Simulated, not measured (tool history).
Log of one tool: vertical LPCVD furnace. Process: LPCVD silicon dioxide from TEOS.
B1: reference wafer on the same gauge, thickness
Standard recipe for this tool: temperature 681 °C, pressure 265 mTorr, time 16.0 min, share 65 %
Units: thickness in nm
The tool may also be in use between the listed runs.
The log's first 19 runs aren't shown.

{"run": 20, "hour": 511.5, "temperature": 681, "pressure": 265, "time": 10.0, "share": 56, "B1": 59.74, "thickness": 39.57}
{"run": 21, "hour": 538.4, "temperature": 681, "pressure": 265, "time": 16.0, "share": 65, "B1": 59.82, "thickness": 67.96}
{"run": 22, "hour": 565.0, "temperature": 681, "pressure": 265, "time": 16.0, "share": 65, "B1": 59.76, "thickness": 67.98}
{"run": 23, "hour": 593.8, "temperature": 675, "pressure": 320, "time": 10.0, "share": 72, "B1": 59.8, "thickness": 42.03}
{"run": 24, "hour": 622.2, "temperature": 681, "pressure": 265, "time": 16.0, "share": 65, "B1": 59.81, "thickness": 67.67}
{"run": 25, "hour": 642.5, "temperature": 676, "pressure": 265, "time": 16.0, "share": 65, "B1": 59.83, "thickness": 59.71}
{"run": 26, "hour": 678.4, "temperature": 681, "pressure": 265, "time": 20.0, "share": 65, "B1": 59.87, "thickness": 84.7}
{"run": 27, "hour": 709.7, "temperature": 693, "pressure": 220, "time": 14.0, "share": 71, "B1": 59.82, "thickness": 75.47}
{"run": 28, "hour": 741.5, "temperature": 690, "pressure": 215, "time": 16.0, "share": 76, "B1": 59.79, "thickness": 81.43}
{"run": 29, "hour": 769.2, "temperature": 681, "pressure": 265, "time": 11.0, "share": 65, "B1": 59.83, "thickness": 46.49}
{"run": 30, "hour": 798.2, "temperature": 681, "pressure": 265, "time": 18.5, "share": 60, "B1": 59.88, "thickness": 75.08}
{"run": 31, "hour": 811.6, "temperature": 681, "pressure": 305, "time": 16.0, "share": 75, "B1": 59.77, "thickness": 78.19}
{"run": 32, "hour": 836.0, "temperature": 691, "pressure": 265, "time": 13.5, "share": 76, "B1": 59.78, "thickness": 78.46}

Here are 3 independent what-if runs from the current tool condition. What would each one return?
{"run": "A", "hour": 839.2, "temperature": 681, "pressure": 265, "time": 16.0, "share": 65, "B1": "?", "thickness": "?"}
{"run": "B", "hour": 839.2, "temperature": 681, "pressure": 265, "time": 20.0, "share": 61, "B1": "?", "thickness": "?"}
{"run": "C", "hour": 839.2, "temperature": 681, "pressure": 230, "time": 16.0, "share": 72, "B1": "?", "thickness": "?"}

run=A B1=59.80 thickness=67.81
run=B B1=59.80 thickness=82.11
run=C B1=59.80 thickness=66.39
With no hidden state in the tool, these same runs would have given:
run=A thickness=68.05
run=B thickness=82.41
run=C thickness=66.73
